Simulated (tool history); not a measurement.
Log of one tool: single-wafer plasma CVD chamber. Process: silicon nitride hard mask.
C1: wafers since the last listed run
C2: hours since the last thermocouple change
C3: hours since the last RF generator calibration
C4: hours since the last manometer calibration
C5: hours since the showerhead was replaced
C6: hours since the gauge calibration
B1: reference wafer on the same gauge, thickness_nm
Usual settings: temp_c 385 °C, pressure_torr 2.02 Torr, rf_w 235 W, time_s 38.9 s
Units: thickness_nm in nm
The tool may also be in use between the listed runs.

{"run": 1, "hour": 0.0, "temp_c": 393, "pressure_torr": 2.02, "rf_w": 235, "time_s": 38.9, "C1": 0, "C2": 1936.4, "C3": 2314.1, "C4": 1218.9, "C5": 3614.5, "C6": 31.5, "B1": 36.103, "thickness_nm": 39.052}
{"run": 2, "hour": 15.1, "temp_c": 393, "pressure_torr": 2.02, "rf_w": 235, "time_s": 38.9, "C1": 174, "C2": 1951.5, "C3": 2329.2, "C4": 1234, "C5": 3629.6, "C6": 46.6, "B1": 36.082, "thickness_nm": 38.943}
{"run": 3, "hour": 26.2, "temp_c": 393, "pressure_torr": 2.02, "rf_w": 235, "time_s": 38.9, "C1": 128, "C2": 1962.6, "C3": 2340.3, "C4": 1245.1, "C5": 3640.7, "C6": 57.7, "B1": 36.067, "thickness_nm": 38.956}
{"run": 4, "hour": 44.0, "temp_c": 376, "pressure_torr": 2.02, "rf_w": 250, "time_s": 38.9, "C1": 205, "C2": 1980.4, "C3": 2358.1, "C4": 1262.9, "C5": 3658.5, "C6": 75.5, "B1": 36.094, "thickness_nm": 40.699}
{"run": 5, "hour": 57.8, "temp_c": 376, "pressure_torr": 2.02, "rf_w": 250, "time_s": 38.9, "C1": 159, "C2": 1994.2, "C3": 2371.9, "C4": 1276.7, "C5": 3672.3, "C6": 89.3, "B1": 36.13, "thickness_nm": 40.618}
{"run": 6, "hour": 71.0, "temp_c": 376, "pressure_torr": 2.02, "rf_w": 250, "time_s": 38.9, "C1": 152, "C2": 2007.4, "C3": 2385.1, "C4": 1289.9, "C5": 3685.5, "C6": 102.5, "B1": 36.065, "thickness_nm": 40.652}
{"hour": 79.7, "done": "RF generator calibrated"}
{"run": 7, "hour": 87.9, "temp_c": 385, "pressure_torr": 2.02, "rf_w": 235, "time_s": 36.1, "C1": 102, "C2": 2024.3, "C3": 8.2, "C4": 1306.8, "C5": 3702.4, "C6": 119.4, "B1": 36.118, "thickness_nm": 38.136}
{"hour": 108.5, "done": "thermocouple changed; heater temperature recalibrated"}
{"run": 8, "hour": 109.0, "temp_c": 385, "pressure_torr": 2.02, "rf_w": 235, "time_s": 38.9, "C1": 151, "C2": 0.5, "C3": 29.3, "C4": 1327.9, "C5": 3723.5, "C6": 140.5, "B1": 36.111, "thickness_nm": 41.1}
{"hour": 114.2, "done": "gauge calibrated"}
{"run": 9, "hour": 118.1, "temp_c": 385, "pressure_torr": 2.02, "rf_w": 235, "time_s": 38.9, "C1": 104, "C2": 9.6, "C3": 38.4, "C4": 1337, "C5": 3732.6, "C6": 3.9, "B1": 36.119, "thickness_nm": 41.117}
{"hour": 136.4, "done": "capacitance manometer re-zeroed and calibrated"}
{"run": 10, "hour": 136.9, "temp_c": 385, "pressure_torr": 2.02, "rf_w": 235, "time_s": 38.9, "C1": 124, "C2": 28.4, "C3": 57.2, "C4": 0.5, "C5": 3751.4, "C6": 22.7, "B1": 36.094, "thickness_nm": 41.081}
{"run": 11, "hour": 143.6, "temp_c": 385, "pressure_torr": 2.37, "rf_w": 235, "time_s": 38.9, "C1": 77, "C2": 35.1, "C3": 63.9, "C4": 7.2, "C5": 3758.1, "C6": 29.4, "B1": 36.099, "thickness_nm": 42.584}
{"run": 12, "hour": 154.0, "temp_c": 385, "pressure_torr": 1.61, "rf_w": 235, "time_s": 41.1, "C1": 119, "C2": 45.5, "C3": 74.3, "C4": 17.6, "C5": 3768.5, "C6": 39.8, "B1": 36.086, "thickness_nm": 40.939}
{"hour": 170.3, "done": "showerhead replaced"}
{"run": 13, "hour": 170.8, "temp_c": 385, "pressure_torr": 2.02, "rf_w": 235, "time_s": 36.5, "C1": 101, "C2": 62.3, "C3": 91.1, "C4": 34.4, "C5": 0.5, "C6": 56.6, "B1": 36.101, "thickness_nm": 38.516}
{"run": 14, "hour": 173.0, "temp_c": 385, "pressure_torr": 2.02, "rf_w": 235, "time_s": 38.9, "C1": 25, "C2": 64.5, "C3": 93.3, "C4": 36.6, "C5": 2.7, "C6": 58.8, "B1": 36.086, "thickness_nm": 41.151}
{"run": 15, "hour": 196.8, "temp_c": 385, "pressure_torr": 2.02, "rf_w": 235, "time_s": 38.9, "C1": 274, "C2": 88.3, "C3": 117.1, "C4": 60.4, "C5": 26.5, "C6": 82.6, "B1": 36.108, "thickness_nm": 41.043}
{"run": 16, "hour": 206.5, "temp_c": 385, "pressure_torr": 2.02, "rf_w": 235, "time_s": 38.9, "C1": 111, "C2": 98, "C3": 126.8, "C4": 70.1, "C5": 36.2, "C6": 92.3, "B1": 36.103, "thickness_nm": 41.059}
{"run": 17, "hour": 216.3, "temp_c": 385, "pressure_torr": 2.02, "rf_w": 270, "time_s": 38.9, "C1": 113, "C2": 107.8, "C3": 136.6, "C4": 79.9, "C5": 46, "C6": 102.1, "B1": 36.1, "thickness_nm": 44.288}
{"run": 18, "hour": 231.3, "temp_c": 373, "pressure_torr": 2.48, "rf_w": 235, "time_s": 38.9, "C1": 173, "C2": 122.8, "C3": 151.6, "C4": 94.9, "C5": 61, "C6": 117.1, "B1": 36.08, "thickness_nm": 43.193}
{"run": 19, "hour": 243.2, "temp_c": 385, "pressure_torr": 1.77, "rf_w": 245, "time_s": 38.9, "C1": 137, "C2": 134.7, "C3": 163.5, "C4": 106.8, "C5": 72.9, "C6": 129, "B1": 36.093, "thickness_nm": 40.663}
{"run": 20, "hour": 253.0, "temp_c": 385, "pressure_torr": 2.02, "rf_w": 260, "time_s": 38.9, "C1": 113, "C2": 144.5, "C3": 173.3, "C4": 116.6, "C5": 82.7, "C6": 138.8, "B1": 36.117, "thickness_nm": 43.312}

Forecast each of these 5 alternatives for the next run:
{"run": "A", "hour": 253.4, "temp_c": 396, "pressure_torr": 2.02, "rf_w": 235, "time_s": 38.9, "C1": 4, "C2": 144.9, "C3": 173.7, "C4": 117, "C5": 83.1, "C6": 139.2, "B1": "?", "thickness_nm": "?"}
{"run": "B", "hour": 253.4, "temp_c": 385, "pressure_torr": 2.02, "rf_w": 235, "time_s": 41.3, "C1": 4, "C2": 144.9, "C3": 173.7, "C4": 117, "C5": 83.1, "C6": 139.2, "B1": "?", "thickness_nm": "?"}
{"run": "C", "hour": 253.4, "temp_c": 380, "pressure_torr": 2.02, "rf_w": 280, "time_s": 38.9, "C1": 4, "C2": 144.9, "C3": 173.7, "C4": 117, "C5": 83.1, "C6": 139.2, "B1": "?", "thickness_nm": "?"}
{"run": "D", "hour": 253.4, "temp_c": 385, "pressure_torr": 1.53, "rf_w": 275, "time_s": 44.7, "C1": 4, "C2": 144.9, "C3": 173.7, "C4": 117, "C5": 83.1, "C6": 139.2, "B1": "?", "thickness_nm": "?"}
{"run": "E", "hour": 253.4, "temp_c": 380, "pressure_torr": 2.02, "rf_w": 275, "time_s": 38.9, "C1": 4, "C2": 144.9, "C3": 173.7, "C4": 117, "C5": 83.1, "C6": 139.2, "B1": "?", "thickness_nm": "?"}

run=A B1=36.095 thickness_nm=40.841
run=B B1=36.095 thickness_nm=43.584
run=C B1=36.095 thickness_nm=45.237
run=D B1=36.095 thickness_nm=47.875
run=E B1=36.095 thickness_nm=44.791
Without the tool's hidden state the same runs would have given:
run=A thickness_nm=41.14
run=B thickness_nm=43.903
run=C thickness_nm=45.569
run=D thickness_nm=48.226
run=E thickness_nm=45.12

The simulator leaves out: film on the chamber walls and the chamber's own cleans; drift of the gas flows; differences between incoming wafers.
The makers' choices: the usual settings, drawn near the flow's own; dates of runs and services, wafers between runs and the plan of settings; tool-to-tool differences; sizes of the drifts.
